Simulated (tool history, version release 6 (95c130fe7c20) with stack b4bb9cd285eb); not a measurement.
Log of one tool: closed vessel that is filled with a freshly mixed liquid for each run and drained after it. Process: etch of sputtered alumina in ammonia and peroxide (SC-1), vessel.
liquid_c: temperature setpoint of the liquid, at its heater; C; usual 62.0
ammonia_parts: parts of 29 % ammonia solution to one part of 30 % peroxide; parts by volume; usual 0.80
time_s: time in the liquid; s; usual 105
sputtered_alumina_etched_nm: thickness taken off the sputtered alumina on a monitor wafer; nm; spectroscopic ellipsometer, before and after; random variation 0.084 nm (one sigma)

run     day  liquid_c  ammonia_parts  time_s  wafers since the last listed run  hours since the thermometer was replaced  hours since the ammonia flow meter was replaced  hours since the drum of ammonia solution was connected  hours since the gauge calibration  read-back film thickness of the sputtered alumina reference wafer, read on the same gauge (nm)  sputtered_alumina_etched_nm
  1   0.000      62.0           0.80     105                                 0                                     633.6                                            342.6                                                    86.3                             1481.1                                                                                           29.99                         9.84
      0.325  -- thermometer replaced
  2   1.946      62.0           0.80     105                              3382                                      38.9                                            389.3                                                   133.0                             1527.8                                                                                           29.97                         9.34
  3   3.842      62.0           0.80      65                              3367                                      84.4                                            434.8                                                   178.5                             1573.3                                                                                           30.02                         5.65
  4   4.979      62.0           0.80      65                              2020                                     111.7                                            462.1                                                   205.8                             1600.6                                                                                           29.99                         5.70
  5   7.179      62.0           0.60     105                              3907                                     164.5                                            514.9                                                   258.6                             1653.4                                                                                           30.00                         9.02
  6   9.579      62.0           0.60     105                              4263                                     222.1                                            572.5                                                   316.2                             1711.0                                                                                           29.99                         8.91
  7  11.088      64.0           0.80     105                              2679                                     258.3                                            608.7                                                   352.4                             1747.2                                                                                           29.98                        10.04
     11.871  -- ammonia flow meter replaced
     12.858  -- thermometer replaced, repeated, since the last time left the tool worse
  8  13.688      52.5           0.80      65                              4470                                      19.9                                             43.6                                                   414.8                             1809.6                                                                                           30.00                         4.02
     14.725  -- new drum of ammonia solution connected
  9  15.804      62.0           0.90      45                              3685                                      70.7                                             94.4                                                    25.9                             1860.4                                                                                           29.98                         4.58
 10  18.242      62.0           0.80     105                              4329                                     129.2                                            152.9                                                    84.4                             1918.9                                                                                           30.00                        10.42
 11  20.767      53.5           0.40      70                              4485                                     189.8                                            213.5                                                   145.0                             1979.5                                                                                           30.02                         4.20
 12  23.454      58.0           0.50     125                              4773                                     254.3                                            278.0                                                   209.5                             2044.0                                                                                           29.99                         9.67
 13  25.942      65.0           1.05      45                              4418                                     314.0                                            337.7                                                   269.2                             2103.7                                                                                           30.00                         5.29
 14  28.671      62.0           0.80     105                              4847                                     379.5                                            403.2                                                   334.7                             2169.2                                                                                           30.01                        10.28
 15  30.208      53.5           0.40      70                              2731                                     416.4                                            440.1                                                   371.6                             2206.1                                                                                           29.97                         4.06
 16  32.162      62.0           0.80      80                              3471                                     463.3                                            487.0                                                   418.5                             2253.0                                                                                           30.00                         7.70
     33.567  -- gauge calibrated
 17  34.354      53.5           1.20     160                              3893                                     515.9                                            539.6                                                   471.1                               18.9                                                                                           30.00                        10.16
     35.254  -- thermometer replaced
     35.871  -- new drum of ammonia solution connected
 18  36.292      62.0           1.00      45                              3293                                      24.9                                            586.1                                                    10.1                               65.4                                                                                           30.00                         4.68
     38.512  -- ammonia flow meter replaced
 19  44.162      62.0           0.50      85                             13907                                     213.8                                            135.6                                                   199.0                              254.3                                                                                           29.99                         8.02
 20  46.217      66.0           0.80     105                              3648                                     263.1                                            184.9                                                   248.3                              303.6                                                                                           30.01                        12.49
 21  47.850      62.0           0.80     105                              2901                                     302.3                                            224.1                                                   287.5                              342.8                                                                                           29.98                        10.43
 22  49.817      55.0           0.80      85                              3493                                     349.5                                            271.3                                                   334.7                              390.0                                                                                           30.01                         5.75
     52.342  -- new drum of ammonia solution connected
 23  52.729      62.0           0.65     105                              5099                                     419.4                                            341.2                                                     9.3                              459.9                                                                                           30.01                        10.01
 24  58.796      68.0           0.50      55                             10776                                     565.0                                            486.8                                                   154.9                              605.5                                                                                           30.00                         6.79
     58.846  -- ammonia flow meter replaced
     60.162  -- thermometer replaced
 25  60.183      62.0           0.80     105                              2316                                       0.5                                             32.1                                                   188.2                              638.8                                                                                           30.02                        10.54
 26  62.312      62.0           0.80     105                              3782                                      51.6                                             83.2                                                   239.3                              689.9                                                                                           30.00                        10.65
 27  64.583      55.0           0.55      70                              4033                                     106.1                                            137.7                                                   293.8                              744.4                                                                                           29.99                         4.76
 28  66.750      57.0           1.10     105                              3848                                     158.1                                            189.7                                                   345.8                              796.4                                                                                           30.01                         8.28
 29  68.433      52.5           1.15      40                              2990                                     198.5                                            230.1                                                   386.2                              836.8                                                                                           30.00                         2.48

Some steps in sputtered_alumina_etched_nm between neighbouring runs. How much of each would the tool show without its hidden state too (settings, what came in, random variation), and how much is left for the hidden state, with any gauge scatter that isn't in both results?
The hidden state here: liquid colder than its thermometer reads (K); ammonia flow above the setpoint (%); ammonia solution weaker than its label (%); gauge reads high (%).
Run 7 -> 8: liquid_c 64.0 -> 52.5, time_s 105 -> 65, ammonia flow meter replaced, thermometer replaced, repeated, since the last time left the tool worse. sputtered_alumina_etched_nm -6.02 nm: hidden state +1.73, all else -7.75.
Run 10 -> 11: liquid_c 62.0 -> 53.5, ammonia_parts 0.80 -> 0.40, time_s 105 -> 70. sputtered_alumina_etched_nm -6.22 nm: hidden state +0.05, all else -6.27.
Run 14 -> 15: liquid_c 62.0 -> 53.5, ammonia_parts 0.80 -> 0.40, time_s 105 -> 70. sputtered_alumina_etched_nm -6.22 nm: hidden state +0.25, all else -6.47.
Run 17 -> 18: liquid_c 53.5 -> 62.0, ammonia_parts 1.20 -> 1.00, time_s 160 -> 45, thermometer replaced, new drum of ammonia solution connected. sputtered_alumina_etched_nm -5.48 nm: hidden state +0.66, all else -6.14.

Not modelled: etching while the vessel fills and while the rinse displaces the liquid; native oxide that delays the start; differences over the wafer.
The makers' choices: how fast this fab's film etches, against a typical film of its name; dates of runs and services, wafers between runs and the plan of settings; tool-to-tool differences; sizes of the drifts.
